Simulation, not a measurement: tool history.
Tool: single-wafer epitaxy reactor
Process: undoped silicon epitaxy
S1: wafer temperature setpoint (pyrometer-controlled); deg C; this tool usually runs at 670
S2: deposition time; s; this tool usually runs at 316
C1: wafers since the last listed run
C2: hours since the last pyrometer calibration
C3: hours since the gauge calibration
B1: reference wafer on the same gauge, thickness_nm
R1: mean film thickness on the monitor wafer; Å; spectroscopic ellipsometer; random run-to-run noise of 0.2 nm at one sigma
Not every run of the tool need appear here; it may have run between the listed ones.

| run | hour | S1 | S2 | C1 | C2 | C3 | B1 | R1 |
|---|---|---|---|---|---|---|---|---|
| 1 | 0 | 681 | 316 | 0 | 1146.6 | 946 | 84.809 | 1110.99 |
| 2 | 191.1 | 681 | 316 | 1253 | 1337.7 | 1137.1 | 84.661 | 1107.05 |
| 3 | 255.3 | 670 | 316 | 421 | 1401.9 | 1201.3 | 84.586 | 855.72 |
| 4 | 429.3 | 670 | 355 | 1141 | 1575.9 | 1375.3 | 84.311 | 960.02 |
| 5 | 456.4 | 670 | 355 | 177 | 1603 | 1402.4 | 84.259 | 960.01 |
| 6 | 510 | 670 | 316 | 351 | 1656.6 | 1456 | 84.196 | 851.79 |
| 7 | 566.1 | 670 | 316 | 367 | 1712.7 | 1512.1 | 84.153 | 852.05 |
|  | 589.1 | gauge calibrated |
| 8 | 591.2 | 670 | 316 | 164 | 1737.8 | 2.1 | 84.9 | 858.9 |
| 9 | 636.1 | 670 | 316 | 294 | 1782.7 | 47 | 84.961 | 859.39 |
| 10 | 679.5 | 670 | 316 | 284 | 1826.1 | 90.4 | 84.907 | 859.78 |
| 11 | 750.8 | 670 | 316 | 467 | 1897.4 | 161.7 | 84.955 | 861.68 |
| 12 | 811.9 | 675 | 279 | 400 | 1958.5 | 222.8 | 84.909 | 856.15 |
|  | 995.9 | pyrometer calibrated |
| 13 | 1016.2 | 656 | 279 | 1287 | 20.3 | 427.1 | 84.865 | 538.93 |
| 14 | 1061.9 | 675 | 279 | 299 | 66 | 472.8 | 84.805 | 853.26 |
| 15 | 1091.8 | 680 | 276 | 196 | 95.9 | 502.7 | 84.82 | 950.52 |
| 16 | 1132.7 | 677 | 361 | 268 | 136.8 | 543.6 | 84.763 | 1154.35 |
| 17 | 1188.7 | 665 | 254 | 367 | 192.8 | 599.6 | 84.726 | 612.27 |
| 18 | 1251.7 | 679 | 378 | 413 | 255.8 | 662.6 | 84.698 | 1264.7 |
| 19 | 1295.8 | 683 | 337 | 289 | 299.9 | 706.7 | 84.647 | 1237.99 |
| 20 | 1359.2 | 674 | 263 | 415 | 363.3 | 770.1 | 84.64 | 784.46 |
| 21 | 1404.3 | 663 | 365 | 295 | 408.4 | 815.2 | 84.57 | 834.83 |

Predict each of these 5 candidate next runs independently; none follows another, all start after run 21:
| A | 1404.8 | 670 | 316 | 3 | 408.9 | 815.7 | ? | ? |
| B | 1404.8 | 665 | 275 | 3 | 408.9 | 815.7 | ? | ? |
| C | 1404.8 | 662 | 290 | 3 | 408.9 | 815.7 | ? | ? |
| D | 1404.8 | 677 | 363 | 3 | 408.9 | 815.7 | ? | ? |
| E | 1404.8 | 665 | 273 | 3 | 408.9 | 815.7 | ? | ? |

| run | B1 | R1 |
|---|---|---|
| A | 84.588 | 854.09 |
| B | 84.588 | 659.42 |
| C | 84.588 | 646.74 |
| D | 84.588 | 1157.33 |
| E | 84.588 | 654.62 |
Without the tool's unlogged condition, the same runs would have read:
| run | R1 |
|---|---|
| A | 859.33 |
| B | 663.47 |
| C | 650.71 |
| D | 1164.43 |
| E | 658.64 |
